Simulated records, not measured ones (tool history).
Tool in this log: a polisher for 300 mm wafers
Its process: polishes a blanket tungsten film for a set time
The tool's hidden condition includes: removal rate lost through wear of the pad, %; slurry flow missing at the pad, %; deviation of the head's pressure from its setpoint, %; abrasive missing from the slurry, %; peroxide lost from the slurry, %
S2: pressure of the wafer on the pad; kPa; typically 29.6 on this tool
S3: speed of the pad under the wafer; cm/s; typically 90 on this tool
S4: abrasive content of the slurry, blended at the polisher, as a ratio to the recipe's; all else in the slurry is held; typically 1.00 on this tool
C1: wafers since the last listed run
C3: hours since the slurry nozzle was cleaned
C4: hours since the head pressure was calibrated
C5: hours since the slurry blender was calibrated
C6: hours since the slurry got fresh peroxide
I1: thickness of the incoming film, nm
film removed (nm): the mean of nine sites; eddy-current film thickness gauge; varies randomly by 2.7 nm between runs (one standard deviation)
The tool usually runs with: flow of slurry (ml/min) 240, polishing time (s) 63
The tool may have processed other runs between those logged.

{"run": 1, "day": 0.0, "flow of slurry (ml/min)": 240, "S2": 29.6, "S3": 72, "S4": 1.0, "polishing time (s)": 63, "C1": 0, "wafers polished on this pad": 1280, "C3": 951.4, "C4": 391.3, "C5": 114.0, "C6": 253.6, "I1": 1226.4, "film removed (nm)": 253.2}
{"day": 0.917, "done": "slurry nozzle cleaned"}
{"run": 2, "day": 2.596, "flow of slurry (ml/min)": 240, "S2": 29.6, "S3": 110, "S4": 1.0, "polishing time (s)": 63, "C1": 505, "wafers polished on this pad": 1786, "C3": 40.3, "C4": 453.6, "C5": 176.3, "C6": 315.9, "I1": 1201.9, "film removed (nm)": 385.3}
{"day": 5.429, "done": "slurry tank refilled with fresh slurry and peroxide"}
{"run": 3, "day": 7.742, "flow of slurry (ml/min)": 240, "S2": 29.6, "S3": 90, "S4": 1.0, "polishing time (s)": 63, "C1": 1009, "wafers polished on this pad": 2796, "C3": 163.8, "C4": 577.1, "C5": 299.8, "C6": 55.5, "I1": 1224.5, "film removed (nm)": 307.6}
{"run": 4, "day": 9.5, "flow of slurry (ml/min)": 240, "S2": 29.6, "S3": 90, "S4": 1.0, "polishing time (s)": 63, "C1": 347, "wafers polished on this pad": 3144, "C3": 206.0, "C4": 619.3, "C5": 342.0, "C6": 97.7, "I1": 1216.3, "film removed (nm)": 304.2}
{"day": 9.838, "done": "worn pad replaced by a new one"}
{"run": 5, "day": 11.975, "flow of slurry (ml/min)": 260, "S2": 29.6, "S3": 98, "S4": 1.0, "polishing time (s)": 63, "C1": 456, "wafers polished on this pad": 423, "C3": 265.4, "C4": 678.7, "C5": 401.4, "C6": 157.1, "I1": 1197.5, "film removed (nm)": 329.9}
{"day": 12.062, "done": "slurry blender recalibrated"}
{"day": 14.667, "done": "head pressure recalibrated"}
{"run": 6, "day": 14.688, "flow of slurry (ml/min)": 240, "S2": 29.6, "S3": 90, "S4": 1.0, "polishing time (s)": 63, "C1": 503, "wafers polished on this pad": 927, "C3": 330.5, "C4": 0.5, "C5": 63.0, "C6": 222.2, "I1": 1214.7, "film removed (nm)": 323.3}
{"run": 7, "day": 15.904, "flow of slurry (ml/min)": 240, "S2": 29.6, "S3": 90, "S4": 1.0, "polishing time (s)": 63, "C1": 240, "wafers polished on this pad": 1167, "C3": 359.7, "C4": 29.7, "C5": 92.2, "C6": 251.4, "I1": 1224.7, "film removed (nm)": 321.5}
{"run": 8, "day": 17.858, "flow of slurry (ml/min)": 240, "S2": 29.6, "S3": 90, "S4": 1.0, "polishing time (s)": 63, "C1": 386, "wafers polished on this pad": 1554, "C3": 406.6, "C4": 76.6, "C5": 139.1, "C6": 298.3, "I1": 1207.4, "film removed (nm)": 319.0}
{"day": 21.046, "done": "slurry tank refilled with fresh slurry and peroxide"}
{"run": 9, "day": 23.671, "flow of slurry (ml/min)": 240, "S2": 29.6, "S3": 90, "S4": 1.0, "polishing time (s)": 63, "C1": 1141, "wafers polished on this pad": 2696, "C3": 546.1, "C4": 216.1, "C5": 278.6, "C6": 63.0, "I1": 1234.3, "film removed (nm)": 311.0}
{"run": 10, "day": 24.946, "flow of slurry (ml/min)": 315, "S2": 29.6, "S3": 98, "S4": 1.0, "polishing time (s)": 63, "C1": 252, "wafers polished on this pad": 2948, "C3": 576.7, "C4": 246.7, "C5": 309.2, "C6": 93.6, "I1": 1196.3, "film removed (nm)": 345.2}
{"day": 25.342, "done": "worn pad replaced by a new one"}
{"run": 11, "day": 27.029, "flow of slurry (ml/min)": 265, "S2": 29.6, "S3": 90, "S4": 1.0, "polishing time (s)": 63, "C1": 379, "wafers polished on this pad": 334, "C3": 626.7, "C4": 296.7, "C5": 359.2, "C6": 143.6, "I1": 1214.0, "film removed (nm)": 303.4}
{"run": 12, "day": 28.192, "flow of slurry (ml/min)": 195, "S2": 29.6, "S3": 68, "S4": 1.0, "polishing time (s)": 63, "C1": 230, "wafers polished on this pad": 564, "C3": 654.6, "C4": 324.6, "C5": 387.1, "C6": 171.5, "I1": 1233.7, "film removed (nm)": 221.7}
{"run": 13, "day": 29.929, "flow of slurry (ml/min)": 240, "S2": 29.6, "S3": 110, "S4": 1.0, "polishing time (s)": 63, "C1": 343, "wafers polished on this pad": 908, "C3": 696.3, "C4": 366.3, "C5": 428.8, "C6": 213.2, "I1": 1225.3, "film removed (nm)": 360.4}
{"day": 31.654, "done": "slurry blender recalibrated"}
{"run": 14, "day": 31.675, "flow of slurry (ml/min)": 240, "S2": 29.6, "S3": 74, "S4": 0.8, "polishing time (s)": 63, "C1": 328, "wafers polished on this pad": 1237, "C3": 738.2, "C4": 408.2, "C5": 0.5, "C6": 255.1, "I1": 1211.4, "film removed (nm)": 249.3}
{"day": 32.875, "done": "slurry nozzle cleaned"}
{"run": 15, "day": 34.188, "flow of slurry (ml/min)": 240, "S2": 29.6, "S3": 90, "S4": 1.0, "polishing time (s)": 63, "C1": 488, "wafers polished on this pad": 1725, "C3": 31.5, "C4": 468.5, "C5": 60.8, "C6": 315.4, "I1": 1202.9, "film removed (nm)": 319.6}
{"run": 16, "day": 36.883, "flow of slurry (ml/min)": 240, "S2": 29.6, "S3": 66, "S4": 0.75, "polishing time (s)": 63, "C1": 533, "wafers polished on this pad": 2259, "C3": 96.2, "C4": 533.2, "C5": 125.5, "C6": 380.1, "I1": 1241.6, "film removed (nm)": 205.4}
{"run": 17, "day": 39.212, "flow of slurry (ml/min)": 240, "S2": 24.1, "S3": 90, "S4": 1.0, "polishing time (s)": 57, "C1": 460, "wafers polished on this pad": 2720, "C3": 152.1, "C4": 589.1, "C5": 181.4, "C6": 436.0, "I1": 1221.7, "film removed (nm)": 230.3}
{"run": 18, "day": 40.508, "flow of slurry (ml/min)": 240, "S2": 34.5, "S3": 76, "S4": 1.3, "polishing time (s)": 63, "C1": 256, "wafers polished on this pad": 2976, "C3": 183.2, "C4": 620.2, "C5": 212.5, "C6": 467.1, "I1": 1238.5, "film removed (nm)": 333.3}
{"day": 40.933, "done": "slurry tank refilled with fresh slurry and peroxide"}
{"run": 19, "day": 42.062, "flow of slurry (ml/min)": 240, "S2": 29.6, "S3": 90, "S4": 1.0, "polishing time (s)": 78, "C1": 299, "wafers polished on this pad": 3276, "C3": 220.5, "C4": 657.5, "C5": 249.8, "C6": 27.1, "I1": 1210.5, "film removed (nm)": 376.8}
{"day": 43.271, "done": "worn pad replaced by a new one"}
{"day": 45.571, "done": "head pressure recalibrated"}
{"day": 47.429, "done": "slurry blender recalibrated"}
{"run": 20, "day": 49.408, "flow of slurry (ml/min)": 240, "S2": 29.6, "S3": 66, "S4": 1.0, "polishing time (s)": 63, "C1": 1387, "wafers polished on this pad": 1181, "C3": 396.8, "C4": 92.1, "C5": 47.5, "C6": 203.4, "I1": 1238.2, "film removed (nm)": 236.6}
{"run": 21, "day": 51.392, "flow of slurry (ml/min)": 240, "S2": 36.5, "S3": 90, "S4": 1.0, "polishing time (s)": 63, "C1": 392, "wafers polished on this pad": 1573, "C3": 444.4, "C4": 139.7, "C5": 95.1, "C6": 251.0, "I1": 1213.5, "film removed (nm)": 394.8}
{"run": 22, "day": 53.771, "flow of slurry (ml/min)": 300, "S2": 29.6, "S3": 90, "S4": 1.0, "polishing time (s)": 63, "C1": 470, "wafers polished on this pad": 2044, "C3": 501.5, "C4": 196.8, "C5": 152.2, "C6": 308.1, "I1": 1209.1, "film removed (nm)": 323.6}
{"run": 23, "day": 55.217, "flow of slurry (ml/min)": 325, "S2": 33.8, "S3": 100, "S4": 1.0, "polishing time (s)": 63, "C1": 286, "wafers polished on this pad": 2330, "C3": 536.2, "C4": 231.5, "C5": 186.9, "C6": 342.8, "I1": 1219.6, "film removed (nm)": 411.2}
{"run": 24, "day": 57.246, "flow of slurry (ml/min)": 240, "S2": 33.8, "S3": 112, "S4": 1.0, "polishing time (s)": 63, "C1": 401, "wafers polished on this pad": 2731, "C3": 584.9, "C4": 280.2, "C5": 235.6, "C6": 391.5, "I1": 1221.4, "film removed (nm)": 441.7}
{"run": 25, "day": 59.962, "flow of slurry (ml/min)": 185, "S2": 22.1, "S3": 90, "S4": 0.8, "polishing time (s)": 63, "C1": 537, "wafers polished on this pad": 3269, "C3": 650.1, "C4": 345.4, "C5": 300.8, "C6": 456.7, "I1": 1221.8, "film removed (nm)": 202.5}
{"day": 60.188, "done": "slurry tank refilled with fresh slurry and peroxide"}
{"run": 26, "day": 61.338, "flow of slurry (ml/min)": 240, "S2": 36.5, "S3": 74, "S4": 1.25, "polishing time (s)": 57, "C1": 263, "wafers polished on this pad": 3533, "C3": 683.1, "C4": 378.4, "C5": 333.8, "C6": 27.6, "I1": 1196.1, "film removed (nm)": 295.1}
{"day": 61.633, "done": "worn pad replaced by a new one"}
{"run": 27, "day": 63.308, "flow of slurry (ml/min)": 240, "S2": 29.6, "S3": 90, "S4": 1.0, "polishing time (s)": 63, "C1": 357, "wafers polished on this pad": 331, "C3": 730.4, "C4": 425.7, "C5": 381.1, "C6": 74.9, "I1": 1211.8, "film removed (nm)": 301.3}

Consider 3 possible next runs. They are alternatives, not a sequence: every one starts from the tool as it was left by run 27. What does each give?
{"run": "A", "day": 63.325, "flow of slurry (ml/min)": 240, "S2": 29.6, "S3": 90, "S4": 1.0, "polishing time (s)": 63, "C1": 3, "wafers polished on this pad": 334, "C3": 730.8, "C4": 426.1, "C5": 381.5, "C6": 75.3, "I1": 1206.4, "film removed (nm)": "?"}
{"run": "B", "day": 63.325, "flow of slurry (ml/min)": 240, "S2": 29.6, "S3": 90, "S4": 0.85, "polishing time (s)": 63, "C1": 3, "wafers polished on this pad": 334, "C3": 730.8, "C4": 426.1, "C5": 381.5, "C6": 75.3, "I1": 1206.4, "film removed (nm)": "?"}
{"run": "C", "day": 63.325, "flow of slurry (ml/min)": 205, "S2": 29.6, "S3": 90, "S4": 1.0, "polishing time (s)": 63, "C1": 3, "wafers polished on this pad": 334, "C3": 730.8, "C4": 426.1, "C5": 381.5, "C6": 75.3, "I1": 1206.4, "film removed (nm)": "?"}

run=A film_removed_(nm)=302.8
run=B film_removed_(nm)=286.3
run=C film_removed_(nm)=296.5
Had the tool no hidden state, the same runs would have come out as:
run=A film_removed_(nm)=332.4
run=B film_removed_(nm)=313.4
run=C film_removed_(nm)=325.4

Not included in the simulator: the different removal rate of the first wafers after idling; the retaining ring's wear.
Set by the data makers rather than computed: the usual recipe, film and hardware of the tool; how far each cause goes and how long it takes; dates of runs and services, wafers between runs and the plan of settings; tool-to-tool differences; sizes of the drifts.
